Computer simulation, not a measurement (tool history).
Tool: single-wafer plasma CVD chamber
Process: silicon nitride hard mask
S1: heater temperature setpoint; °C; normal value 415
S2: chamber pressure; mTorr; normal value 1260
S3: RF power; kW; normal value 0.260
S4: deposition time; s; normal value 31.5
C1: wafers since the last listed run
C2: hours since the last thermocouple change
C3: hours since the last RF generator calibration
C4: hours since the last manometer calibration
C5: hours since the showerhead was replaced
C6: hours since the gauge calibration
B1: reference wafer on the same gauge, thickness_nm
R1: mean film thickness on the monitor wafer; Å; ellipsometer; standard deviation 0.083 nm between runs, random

run     day   S1    S2     S3    S4   C1      C2      C3      C4      C5     C6      B1      R1
  1   0.000  415  1260  0.260  31.5    0  1120.3  1199.9  2143.9  2996.2  164.6  32.712  281.85
  2   0.338  415  1260  0.260  31.5  121  1128.4  1208.0  2152.0  3004.3  172.7  32.699  278.41
  3   2.362  415  1260  0.260  29.2  728  1177.0  1256.6  2200.6  3052.9  221.3  32.681  261.15
  4   2.838  415  1260  0.260  29.2  170  1188.4  1268.0  2212.0  3064.3  232.7  32.704  259.76
      3.592  -- showerhead replaced
  5   3.612  415  1260  0.260  31.5  158  1207.0  1286.6  2230.6     0.5  251.3  32.710  279.11
  6   3.812  415  1260  0.260  31.5   71  1211.8  1291.4  2235.4     5.3  256.1  32.720  280.19
  7   4.171  415  1260  0.260  31.5  128  1220.4  1300.0  2244.0    13.9  264.7  32.683  280.47
  8   4.446  415  1260  0.275  33.6   98  1227.0  1306.6  2250.6    20.5  271.3  32.702  305.69
  9   5.046  401  1260  0.260  31.5  215  1241.4  1321.0  2265.0    34.9  285.7  32.698  280.02
 10   5.396  403  1000  0.230  29.7  125  1249.8  1329.4  2273.4    43.3  294.1  32.714  227.20
 11   5.988  415  1260  0.260  31.5  212  1264.0  1343.6  2287.6    57.5  308.3  32.696  278.64
 12   6.621  415  1260  0.285  31.5  227  1279.2  1358.8  2302.8    72.7  323.5  32.724  293.05
      7.008  -- thermocouple changed; heater temperature recalibrated
 13   7.317  415  1260  0.260  31.5  130     7.4  1375.5  2319.5    89.4  340.2  32.686  278.58
 14   7.667  406  1050  0.295  29.7  125    15.8  1383.9  2327.9    97.8  348.6  32.712  261.18
 15   8.196  415  1570  0.260  31.5  190    28.5  1396.6  2340.6   110.5  361.3  32.709  300.77
 16   8.558  415   980  0.260  25.9  130    37.2  1405.3  2349.3   119.2  370.0  32.696  206.25
 17   8.842  420  1110  0.260  31.5  101    44.0  1412.1  2356.1   126.0  376.8  32.726  265.06
 18   9.158  415  1260  0.260  33.5  113    51.6  1419.7  2363.7   133.6  384.4  32.688  296.43
 19   9.850  429  1260  0.260  31.5  248    68.2  1436.3  2380.3   150.2  401.0  32.694  276.10
     10.200  -- gauge calibrated
 20  10.254  415   990  0.260  29.0  145    77.9  1446.0  2390.0   159.9    1.3  32.684  231.82
 21  10.942  415  1260  0.260  31.5  247    94.4  1462.5  2406.5   176.4   17.8  32.708  278.99
 22  11.442  415  1500  0.275  31.5  179   106.4  1474.5  2418.5   188.4   29.8  32.709  304.81
     12.454  -- RF generator calibrated
     12.592  -- capacitance manometer re-zeroed and calibrated
 23  12.612  427  1260  0.260  33.6  250   134.5     3.8     0.5   216.5   57.9  32.695  305.64
 24  12.675  419  1260  0.260  28.3   22   136.0     5.3     2.0   218.0   59.4  32.706  258.88
 25  13.667  420  1360  0.260  27.5  356   159.8    29.1    25.8   241.8   83.2  32.685  256.65
 26  15.667  415  1100  0.260  37.3  719   207.8    77.1    73.8   289.8  131.2  32.687  320.46
 27  16.138  404  1260  0.220  31.5  169   219.1    88.4    85.1   301.1  142.5  32.686  266.85
 28  16.775  408  1260  0.260  25.2  229   234.4   103.7   100.4   316.4  157.8  32.684  231.13
 29  17.208  415  1500  0.260  31.5  155   244.8   114.1   110.8   326.8  168.2  32.722  305.59
 30  17.667  415  1260  0.260  31.5  164   255.8   125.1   121.8   337.8  179.2  32.704  285.57

Same runs, no hidden state in the tool, same run-to-run variation:
Hidden state present: wafer temperature above the value expected at the setpoint (K); delivered RF power above the setpoint (%); true pressure above the setpoint (%); gauge reads high (%).
run      R1
  1  290.59
  2  287.11
  3  269.64
  4  268.28
  5  288.40
  6  289.55
  7  289.90
  8  316.02
  9  289.60
 10  235.14
 11  288.34
 12  303.22
 13  288.51
 14  270.23
 15  311.66
 16  213.77
 17  274.76
 18  307.34
 19  286.39
 20  240.51
 21  289.58
 22  316.47
 23  307.20
 24  260.22
 25  258.13
 26  322.67
 27  268.84
 28  232.89
 29  307.98
 30  287.89

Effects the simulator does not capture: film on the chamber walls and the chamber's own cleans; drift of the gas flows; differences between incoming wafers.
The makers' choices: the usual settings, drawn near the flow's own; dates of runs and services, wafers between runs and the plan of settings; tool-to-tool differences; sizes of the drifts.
